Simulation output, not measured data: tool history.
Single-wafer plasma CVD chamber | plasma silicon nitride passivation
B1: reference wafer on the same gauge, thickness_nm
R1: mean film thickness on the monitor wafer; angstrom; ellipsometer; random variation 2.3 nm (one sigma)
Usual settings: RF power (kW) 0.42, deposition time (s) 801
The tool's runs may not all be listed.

{"run": 1, "hour": 0.0, "RF power (kW)": 0.44, "deposition time (s)": 859, "B1": 1093.424, "R1": 11603.7}
{"run": 2, "hour": 24.4, "RF power (kW)": 0.42, "deposition time (s)": 897, "B1": 1093.177, "R1": 11879.91}
{"hour": 66.2, "done": "gauge calibrated"}
{"run": 3, "hour": 74.1, "RF power (kW)": 0.42, "deposition time (s)": 897, "B1": 1072.014, "R1": 11647.22}
{"run": 4, "hour": 116.4, "RF power (kW)": 0.42, "deposition time (s)": 897, "B1": 1073.948, "R1": 11679.78}
{"run": 5, "hour": 163.1, "RF power (kW)": 0.48, "deposition time (s)": 750, "B1": 1074.428, "R1": 10367.86}
{"run": 6, "hour": 218.6, "RF power (kW)": 0.48, "deposition time (s)": 750, "B1": 1078.073, "R1": 10398.2}
{"run": 7, "hour": 397.1, "RF power (kW)": 0.48, "deposition time (s)": 750, "B1": 1082.843, "R1": 10420.51}
{"run": 8, "hour": 424.3, "RF power (kW)": 0.42, "deposition time (s)": 801, "B1": 1084.278, "R1": 10583.14}
{"run": 9, "hour": 467.6, "RF power (kW)": 0.42, "deposition time (s)": 801, "B1": 1085.839, "R1": 10539.58}
{"hour": 502.8, "done": "showerhead replaced"}
{"run": 10, "hour": 514.9, "RF power (kW)": 0.42, "deposition time (s)": 801, "B1": 1087.059, "R1": 10562.52}
{"hour": 525.8, "done": "RF generator calibrated"}
{"run": 11, "hour": 561.6, "RF power (kW)": 0.37, "deposition time (s)": 801, "B1": 1089.143, "R1": 10040.68}
{"run": 12, "hour": 611.4, "RF power (kW)": 0.37, "deposition time (s)": 801, "B1": 1090.773, "R1": 10035.27}
{"run": 13, "hour": 653.8, "RF power (kW)": 0.36, "deposition time (s)": 801, "B1": 1092.288, "R1": 9975.01}
{"run": 14, "hour": 688.9, "RF power (kW)": 0.42, "deposition time (s)": 801, "B1": 1093.188, "R1": 10633.18}
{"run": 15, "hour": 727.7, "RF power (kW)": 0.385, "deposition time (s)": 892, "B1": 1095.119, "R1": 11423.6}
{"run": 16, "hour": 766.8, "RF power (kW)": 0.48, "deposition time (s)": 750, "B1": 1096.214, "R1": 10541}
{"hour": 783.9, "done": "gauge calibrated"}
{"run": 17, "hour": 801.4, "RF power (kW)": 0.39, "deposition time (s)": 727, "B1": 1070.514, "R1": 9092.74}
{"run": 18, "hour": 826.3, "RF power (kW)": 0.445, "deposition time (s)": 801, "B1": 1070.539, "R1": 10657.29}
{"run": 19, "hour": 887.2, "RF power (kW)": 0.35, "deposition time (s)": 871, "B1": 1072.54, "R1": 10477.23}
{"run": 20, "hour": 924.3, "RF power (kW)": 0.45, "deposition time (s)": 904, "B1": 1074.4, "R1": 12102.55}
{"run": 21, "hour": 975.1, "RF power (kW)": 0.42, "deposition time (s)": 712, "B1": 1075.854, "R1": 9285.11}
{"run": 22, "hour": 1011.7, "RF power (kW)": 0.42, "deposition time (s)": 876, "B1": 1077.966, "R1": 11437.89}
{"run": 23, "hour": 1038.4, "RF power (kW)": 0.385, "deposition time (s)": 892, "B1": 1078.363, "R1": 11224.73}
{"run": 24, "hour": 1105.0, "RF power (kW)": 0.345, "deposition time (s)": 857, "B1": 1080.355, "R1": 10246.99}
{"run": 25, "hour": 1137.1, "RF power (kW)": 0.42, "deposition time (s)": 940, "B1": 1082.378, "R1": 12404.91}
{"run": 26, "hour": 1169.8, "RF power (kW)": 0.445, "deposition time (s)": 845, "B1": 1081.969, "R1": 11382.79}
{"run": 27, "hour": 1199.9, "RF power (kW)": 0.39, "deposition time (s)": 684, "B1": 1083.981, "R1": 8708.26}

Forecast each of these 4 alternatives for the next run:
{"run": "A", "hour": 1200.5, "RF power (kW)": 0.42, "deposition time (s)": 801, "B1": "?", "R1": "?"}
{"run": "B", "hour": 1200.5, "RF power (kW)": 0.385, "deposition time (s)": 881, "B1": "?", "R1": "?"}
{"run": "C", "hour": 1200.5, "RF power (kW)": 0.365, "deposition time (s)": 946, "B1": "?", "R1": "?"}
{"run": "D", "hour": 1200.5, "RF power (kW)": 0.35, "deposition time (s)": 879, "B1": "?", "R1": "?"}

run=A B1=1083.645 R1=10534.13
run=B B1=1083.645 R1=11159.13
run=C B1=1083.645 R1=11700.85
run=D B1=1083.645 R1=10665.8
Without the tool's hidden state the same runs would have given:
run=A R1=10399.3
run=B R1=11016.3
run=C R1=11551.08
run=D R1=10529.28

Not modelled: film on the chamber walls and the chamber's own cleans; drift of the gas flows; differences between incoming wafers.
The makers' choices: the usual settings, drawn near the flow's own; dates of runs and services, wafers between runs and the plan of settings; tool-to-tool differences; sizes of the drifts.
